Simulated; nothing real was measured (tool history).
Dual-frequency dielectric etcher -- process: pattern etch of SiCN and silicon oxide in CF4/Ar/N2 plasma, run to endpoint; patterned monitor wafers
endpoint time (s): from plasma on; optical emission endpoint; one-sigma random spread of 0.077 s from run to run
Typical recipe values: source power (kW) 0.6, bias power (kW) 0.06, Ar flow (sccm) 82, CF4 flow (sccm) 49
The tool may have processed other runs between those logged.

run,hour,source power (kW),bias power (kW),Ar flow (sccm),CF4 flow (sccm),wafers since the last listed run,hours since the last wet clean,hours since the last source power generator calibration,hours since the last bias power generator calibration,hours since the last Ar flow controller change,hours since the last CF4 flow controller change,hours since the last upper electrode change,"incoming incoming film thickness, nm",endpoint time (s)
1,0,0.6,0.066,82,49,0,398,3438.6,1446.9,5797.9,15.1,2520.8,17.45,16.6
# hour 20.5: Ar flow controller replaced
# hour 42.9: upper electrode replaced
2,43.4,0.47,0.048,82,42,230,441.4,3482,1490.3,22.9,58.5,0.5,17.3,22.3
3,43.7,0.69,0.06,82,56,4,441.7,3482.3,1490.6,23.2,58.8,0.8,17.37,15.2
4,46,0.6,0.06,82,49,35,444,3484.6,1492.9,25.5,61.1,3.1,17.07,16.9
# hour 52.4: source power generator calibrated
5,63.3,0.6,0.066,70,49,204,461.3,10.9,1510.2,42.8,78.4,20.4,17.15,16.2
# hour 96: wet clean of the chamber
6,96.5,0.6,0.06,82,49,141,0.5,44.1,1543.4,76,111.6,53.6,17.23,16.2
7,96.8,0.53,0.072,82,49,4,0.8,44.4,1543.7,76.3,111.9,53.9,17.31,16.7
8,97.1,0.6,0.06,91,57,4,1.1,44.7,1544,76.6,112.2,54.2,17.11,15.9
9,101.9,0.6,0.05,70,49,73,5.9,49.5,1548.8,81.4,117,59,17.21,16.6
10,119.8,0.53,0.072,82,49,275,23.8,67.4,1566.7,99.3,134.9,76.9,17.24,16.7
# hour 125.6: bias power generator calibrated
11,129.5,0.6,0.06,82,49,87,33.5,77.1,3.9,109,144.6,86.6,17.2,16.1
12,144.6,0.5,0.06,82,49,232,48.6,92.2,19,124.1,159.7,101.7,17.3,18.5
13,152.7,0.6,0.064,90,49,124,56.7,100.3,27.1,132.2,167.8,109.8,17.3,16.2
14,163.2,0.73,0.072,82,55,161,67.2,110.8,37.6,142.7,178.3,120.3,17.12,12.9
15,178.8,0.6,0.06,82,56,239,82.8,126.4,53.2,158.3,193.9,135.9,17.19,15.8
16,190.8,0.6,0.06,82,49,184,94.8,138.4,65.2,170.3,205.9,147.9,17.37,16.3
17,234.8,0.6,0.06,97,42,676,138.8,182.4,109.2,214.3,249.9,191.9,17.21,17.2
18,246.4,0.6,0.06,82,49,178,150.4,194,120.8,225.9,261.5,203.5,17.25,16.5
19,262.3,0.5,0.06,82,52,244,166.3,209.9,136.7,241.8,277.4,219.4,16.96,18.3
20,269.7,0.6,0.071,90,49,113,173.7,217.3,144.1,249.2,284.8,226.8,17.29,15.9
21,281.3,0.48,0.072,68,59,178,185.3,228.9,155.7,260.8,296.4,238.4,17.3,17.3
22,289.4,0.6,0.06,74,54,124,193.4,237,163.8,268.9,304.5,246.5,17.1,15.8
23,304.9,0.51,0.06,75,49,238,208.9,252.5,179.3,284.4,320,262,17.2,18.4
24,340.4,0.6,0.065,82,49,545,244.4,288,214.8,319.9,355.5,297.5,17,16

Alternative continuations, all from the tool just after run 24; predict every row:
A,340.8,0.48,0.06,82,49,6,244.8,288.4,215.2,320.3,355.9,297.9,17.28,?
B,340.8,0.56,0.06,96,49,6,244.8,288.4,215.2,320.3,355.9,297.9,17.28,?
C,340.8,0.6,0.051,82,39,6,244.8,288.4,215.2,320.3,355.9,297.9,17.28,?
D,340.8,0.52,0.06,82,58,6,244.8,288.4,215.2,320.3,355.9,297.9,17.28,?

run,endpoint time (s)
A,19.7
B,18.1
C,18.2
D,18.2
With no hidden state in the tool, these same runs would have given:
run,endpoint time (s)
A,19.3
B,17.7
C,17.8
D,17.8
